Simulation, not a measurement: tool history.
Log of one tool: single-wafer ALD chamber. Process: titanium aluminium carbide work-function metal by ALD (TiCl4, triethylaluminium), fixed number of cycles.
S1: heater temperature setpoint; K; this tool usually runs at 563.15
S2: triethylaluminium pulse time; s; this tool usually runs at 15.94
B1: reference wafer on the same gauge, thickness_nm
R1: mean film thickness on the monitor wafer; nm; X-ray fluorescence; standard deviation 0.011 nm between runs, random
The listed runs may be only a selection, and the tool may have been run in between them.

{"run": 1, "hour": 0.0, "S1": 573.15, "S2": 15.94, "B1": 1.698, "R1": 1.975}
{"run": 2, "hour": 68.4, "S1": 560.15, "S2": 15.94, "B1": 1.701, "R1": 1.846}
{"run": 3, "hour": 159.5, "S1": 560.15, "S2": 15.94, "B1": 1.702, "R1": 1.842}
{"hour": 182.8, "done": "triethylaluminium bottle replaced"}
{"run": 4, "hour": 217.6, "S1": 560.15, "S2": 15.94, "B1": 1.701, "R1": 1.898}
{"run": 5, "hour": 268.3, "S1": 563.15, "S2": 15.94, "B1": 1.702, "R1": 1.939}
{"run": 6, "hour": 359.1, "S1": 563.15, "S2": 15.94, "B1": 1.701, "R1": 1.923}
{"run": 7, "hour": 398.3, "S1": 563.15, "S2": 15.94, "B1": 1.701, "R1": 1.917}
{"run": 8, "hour": 437.3, "S1": 555.15, "S2": 15.94, "B1": 1.701, "R1": 1.846}
{"run": 9, "hour": 510.3, "S1": 555.15, "S2": 15.94, "B1": 1.7, "R1": 1.827}
{"run": 10, "hour": 586.8, "S1": 555.15, "S2": 15.94, "B1": 1.704, "R1": 1.838}
{"run": 11, "hour": 830.3, "S1": 563.15, "S2": 15.94, "B1": 1.697, "R1": 1.859}
{"run": 12, "hour": 932.0, "S1": 563.15, "S2": 15.94, "B1": 1.696, "R1": 1.875}
{"run": 13, "hour": 999.9, "S1": 563.15, "S2": 15.94, "B1": 1.7, "R1": 1.866}
{"run": 14, "hour": 1228.3, "S1": 563.15, "S2": 15.94, "B1": 1.702, "R1": 1.841}
{"run": 15, "hour": 1301.6, "S1": 555.15, "S2": 9.63, "B1": 1.699, "R1": 1.532}
{"run": 16, "hour": 1358.2, "S1": 552.15, "S2": 10.23, "B1": 1.699, "R1": 1.541}
{"run": 17, "hour": 1417.3, "S1": 563.15, "S2": 15.94, "B1": 1.703, "R1": 1.825}
{"run": 18, "hour": 1475.4, "S1": 563.15, "S2": 15.94, "B1": 1.703, "R1": 1.828}
{"run": 19, "hour": 1574.6, "S1": 563.15, "S2": 15.94, "B1": 1.698, "R1": 1.819}
{"hour": 1697.1, "done": "gauge calibrated"}
{"run": 20, "hour": 1813.8, "S1": 577.15, "S2": 20.89, "B1": 1.701, "R1": 2.039}
{"run": 21, "hour": 1888.3, "S1": 553.15, "S2": 20.67, "B1": 1.698, "R1": 1.78}
{"hour": 1983.0, "done": "triethylaluminium bottle replaced"}
{"hour": 1984.4, "done": "thermocouple changed; heater temperature recalibrated"}
{"run": 22, "hour": 2009.5, "S1": 559.15, "S2": 21.44, "B1": 1.7, "R1": 1.892}
{"run": 23, "hour": 2061.8, "S1": 571.15, "S2": 19.32, "B1": 1.7, "R1": 2.021}
{"run": 24, "hour": 2149.8, "S1": 568.15, "S2": 12.79, "B1": 1.701, "R1": 1.943}
{"run": 25, "hour": 2238.0, "S1": 558.15, "S2": 20.55, "B1": 1.701, "R1": 1.897}
{"hour": 2275.1, "done": "showerhead replaced"}
{"run": 26, "hour": 2289.4, "S1": 568.15, "S2": 12.79, "B1": 1.702, "R1": 1.932}
{"run": 27, "hour": 2609.5, "S1": 563.15, "S2": 15.94, "B1": 1.701, "R1": 1.894}
{"run": 28, "hour": 2666.9, "S1": 558.15, "S2": 11.32, "B1": 1.7, "R1": 1.73}
{"run": 29, "hour": 2755.3, "S1": 563.15, "S2": 15.94, "B1": 1.698, "R1": 1.883}
{"run": 30, "hour": 2797.8, "S1": 577.15, "S2": 10.72, "B1": 1.7, "R1": 1.843}
{"run": 31, "hour": 2864.6, "S1": 568.15, "S2": 14.07, "B1": 1.697, "R1": 1.881}
{"run": 32, "hour": 2971.3, "S1": 563.15, "S2": 15.94, "B1": 1.7, "R1": 1.876}
{"run": 33, "hour": 3056.0, "S1": 563.15, "S2": 19.42, "B1": 1.7, "R1": 1.906}

Branching from run 33: 4 alternative next runs. What would each branch give?
{"run": "A", "hour": 3056.4, "S1": 575.15, "S2": 15.94, "B1": "?", "R1": "?"}
{"run": "B", "hour": 3056.4, "S1": 553.15, "S2": 17.83, "B1": "?", "R1": "?"}
{"run": "C", "hour": 3056.4, "S1": 563.15, "S2": 14.22, "B1": "?", "R1": "?"}
{"run": "D", "hour": 3056.4, "S1": 557.15, "S2": 18.51, "B1": "?", "R1": "?"}

run=A B1=1.701 R1=1.984
run=B B1=1.701 R1=1.796
run=C B1=1.701 R1=1.833
run=D B1=1.701 R1=1.841
Without the tool's hidden state the same runs would have given:
run=A R1=2.069
run=B R1=1.853
run=C R1=1.941
run=D R1=1.893

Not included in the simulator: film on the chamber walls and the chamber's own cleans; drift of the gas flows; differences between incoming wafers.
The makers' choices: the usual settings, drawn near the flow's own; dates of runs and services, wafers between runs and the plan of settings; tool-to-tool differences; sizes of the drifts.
